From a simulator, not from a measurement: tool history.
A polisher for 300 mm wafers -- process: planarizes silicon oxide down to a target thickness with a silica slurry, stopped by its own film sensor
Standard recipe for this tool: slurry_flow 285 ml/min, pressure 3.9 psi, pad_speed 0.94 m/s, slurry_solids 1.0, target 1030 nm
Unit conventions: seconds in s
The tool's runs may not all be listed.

run	day	slurry_flow	pressure	pad_speed	slurry_solids	target	incoming thickness of the incoming film, nm	seconds
1	0.000	285	3.9	0.94	1.0	1030	1238.9	107.8
# day 0.696: slurry blender recalibrated
2	0.917	285	3.9	0.94	1.0	1030	1247.3	111.8
# day 1.650: worn pad replaced by a new one
3	2.350	285	3.9	0.94	1.0	1030	1221.1	90.2
# day 3.058: slurry nozzle cleaned
4	3.225	285	3.9	0.94	1.0	1030	1261.6	113.2
5	3.775	285	4.9	1.08	1.0	1030	1238.7	75.2
# day 4.438: head pressure recalibrated
6	4.458	285	4.9	1.08	1.0	1030	1235.5	75.8
# day 5.508: conditioning disc replaced and pad reconditioned
7	5.871	285	3.9	0.94	1.0	1062	1235.5	88.8
8	6.504	285	3.9	0.94	1.0	1030	1238.6	109.3
9	7.696	285	3.9	0.94	1.0	1030	1245.6	114.0
10	8.479	285	5.1	0.94	1.0	1051	1241.8	75.0
11	9.112	285	3.9	0.94	1.0	1030	1243.9	112.4
# day 9.292: worn pad replaced by a new one
12	9.871	285	5.1	0.94	1.0	1051	1251.2	68.6
13	10.983	235	4.4	0.94	1.0	980	1250.1	117.8
14	12.412	285	2.8	0.80	1.0	1030	1242.5	157.9
15	13.279	285	3.4	1.10	1.0	1093	1235.9	73.1
16	14.742	285	3.9	0.94	1.0	1030	1256.2	115.1
17	15.454	380	3.4	0.94	1.0	958	1257.2	171.0
# day 15.867: worn pad replaced by a new one
# day 16.108: conditioning disc replaced and pad reconditioned
18	16.146	285	3.9	1.22	1.0	1050	1240.2	73.7
# day 17.904: slurry blender recalibrated
19	19.129	285	3.9	0.94	1.0	1030	1246.7	104.9
20	20.479	285	4.5	0.94	1.0	1098	1213.9	51.8
21	21.962	250	3.9	1.08	0.9	962	1239.6	135.1
# day 22.271: worn pad replaced by a new one
22	23.238	285	3.9	0.94	1.0	1100	1217.9	55.7

Predict the results of run 23:
23	23.900	285	3.9	0.94	1.0	1030	1222.2	?

Run 23 measured seconds 92.4 s.
Were there no unlogged condition in the tool, this run, its random variation unchanged, would have produced seconds 82.6 s.

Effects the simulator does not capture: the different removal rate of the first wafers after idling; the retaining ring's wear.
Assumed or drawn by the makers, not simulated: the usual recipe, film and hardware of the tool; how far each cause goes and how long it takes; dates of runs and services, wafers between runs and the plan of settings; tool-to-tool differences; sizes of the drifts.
